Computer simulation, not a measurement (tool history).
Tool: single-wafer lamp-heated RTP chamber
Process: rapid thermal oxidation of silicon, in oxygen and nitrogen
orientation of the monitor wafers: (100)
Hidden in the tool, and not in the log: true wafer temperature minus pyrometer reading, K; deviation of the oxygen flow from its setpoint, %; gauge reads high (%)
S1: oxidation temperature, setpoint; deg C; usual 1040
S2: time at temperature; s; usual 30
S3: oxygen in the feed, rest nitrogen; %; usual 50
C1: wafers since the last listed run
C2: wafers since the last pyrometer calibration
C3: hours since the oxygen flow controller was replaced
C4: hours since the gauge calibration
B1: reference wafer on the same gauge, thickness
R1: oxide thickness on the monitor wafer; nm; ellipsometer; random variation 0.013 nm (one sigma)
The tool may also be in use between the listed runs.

run	hour	S1	S2	S3	C1	C2	C3	C4	B1	R1
1	0	1040	30	50	0	4289	6965.9	463.1	4.4	4.978
2	30.9	1040	30	50	208	4497	6996.8	494	4.398	5
3	57.2	1040	30	50	177	4674	7023.1	520.3	4.397	4.98
4	79.9	1040	30	50	152	4827	7045.8	543	4.399	4.968
5	178	1040	37	50	660	5487	7143.9	641.1	4.4	5.437
6	200.3	1040	30	40	150	5638	7166.2	663.4	4.404	4.647
7	214.2	1040	30	40	93	5731	7180.1	677.3	4.399	4.651
8	248.3	1040	30	50	229	5961	7214.2	711.4	4.4	5
9	273.7	1032	30	50	171	6132	7239.6	736.8	4.402	4.753
10	292.8	1040	21	67	128	6260	7258.7	755.9	4.403	4.79
11	309	1040	21	67	109	6369	7274.9	772.1	4.401	4.779
12	341.3	1040	30	74	217	6587	7307.2	804.4	4.399	5.707
13	376.1	1040	30	74	234	6821	7342	839.2	4.4	5.714
# hour 411.8: oxygen flow controller replaced
14	412.3	1040	30	74	189	7011	0.5	875.4	4.397	5.73
15	436.2	1040	39	50	160	7172	24.4	899.3	4.399	5.615
16	459.5	1058	38	76	156	7329	47.7	922.6	4.397	7.207
17	479.5	1040	37	50	134	7464	67.7	942.6	4.4	5.462
# hour 500.7: pyrometer window cleaned and pyrometer calibrated
18	508.9	1040	30	50	144	55	97.1	972	4.401	4.848
# hour 509.9: gauge calibrated
19	543.4	1014	30	66	232	287	131.6	33.5	4.402	4.501
20	575	1051	20	59	212	500	163.2	65.1	4.396	4.713
21	593.1	1026	24	77	121	622	181.3	83.2	4.403	4.725
22	627.7	1050	36	70	232	855	215.9	117.8	4.398	6.369
23	645.9	1060	30	74	122	977	234.1	136	4.399	6.37
24	677.7	1061	19	38	214	1191	265.9	167.8	4.4	4.27
25	694.4	1011	30	50	112	1304	282.6	184.5	4.4	4.067
26	714.8	1058	21	50	137	1441	303	204.9	4.4	4.796
27	801.6	1067	24	50	584	2026	389.8	291.7	4.397	5.407
28	835.6	1040	30	50	228	2254	423.8	325.7	4.4	4.945
29	865.2	1040	30	50	199	2454	453.4	355.3	4.402	4.966

The tool's hidden state at each run:
deviation of the oxygen flow from its setpoint, %: 0 in every run
gauge reads high (%): 0 in every run
H1: true wafer temperature minus pyrometer reading, K
run	H1
1	4.51
2	4.59
3	4.64
4	4.69
5	4.86
6	4.89
7	4.91
8	4.95
9	4.98
10	5
11	5.02
12	5.05
13	5.08
14	5.11
15	5.13
16	5.14
17	5.16
18	0.132
19	0.623
20	1.03
21	1.25
22	1.64
23	1.83
24	2.13
25	2.28
26	2.46
27	3.09
28	3.3
29	3.47
